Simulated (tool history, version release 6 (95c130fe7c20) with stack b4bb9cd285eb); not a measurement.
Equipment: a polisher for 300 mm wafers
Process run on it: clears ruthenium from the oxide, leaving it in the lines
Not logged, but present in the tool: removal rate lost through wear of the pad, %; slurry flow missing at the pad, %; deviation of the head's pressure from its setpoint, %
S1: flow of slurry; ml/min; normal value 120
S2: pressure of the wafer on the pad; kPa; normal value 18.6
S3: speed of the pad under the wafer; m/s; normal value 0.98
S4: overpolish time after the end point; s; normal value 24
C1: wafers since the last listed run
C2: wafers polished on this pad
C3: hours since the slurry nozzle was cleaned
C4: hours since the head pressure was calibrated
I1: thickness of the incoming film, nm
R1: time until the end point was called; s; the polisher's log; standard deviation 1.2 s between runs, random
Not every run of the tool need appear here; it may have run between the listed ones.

| run | day | S1 | S2 | S3 | S4 | C1 | C2 | C3 | C4 | I1 | R1 |
|---|---|---|---|---|---|---|---|---|---|---|---|
| 1 | 0 | 120 | 18.6 | 0.98 | 24 | 0 | 480 | 39.3 | 210.3 | 119.7 | 76.5 |
| 2 | 2.346 | 120 | 18.6 | 0.98 | 29 | 510 | 990 | 95.6 | 266.6 | 119.5 | 77.1 |
|  | 3.925 | worn pad replaced by a new one |
| 3 | 5.138 | 120 | 18.6 | 0.98 | 29 | 571 | 263 | 162.6 | 333.6 | 121.2 | 78.1 |
| 4 | 6.492 | 120 | 18.6 | 0.98 | 29 | 294 | 558 | 195.1 | 366.1 | 120.5 | 77.1 |
| 5 | 7.883 | 120 | 18.6 | 0.98 | 24 | 302 | 861 | 228.5 | 399.5 | 120.7 | 76.6 |
|  | 8.988 | worn pad replaced by a new one |
|  | 9.483 | head pressure recalibrated |
| 6 | 10.558 | 120 | 18.6 | 0.98 | 24 | 527 | 323 | 292.7 | 25.8 | 120.4 | 77.6 |
| 7 | 12.308 | 120 | 18.6 | 0.98 | 24 | 380 | 704 | 334.7 | 67.8 | 120.4 | 81.7 |

Predict the results of run 8:
|  | 13.754 | worn pad replaced by a new one |
| 8 | 15.108 | 120 | 18.6 | 0.98 | 11 | 573 | 294 | 401.9 | 135 | 117.9 | ? |

{"run 8": {"R1": 82.5}}
On a tool with no hidden condition, and with the same random variation, this run would have come out at R1 75.6 s.
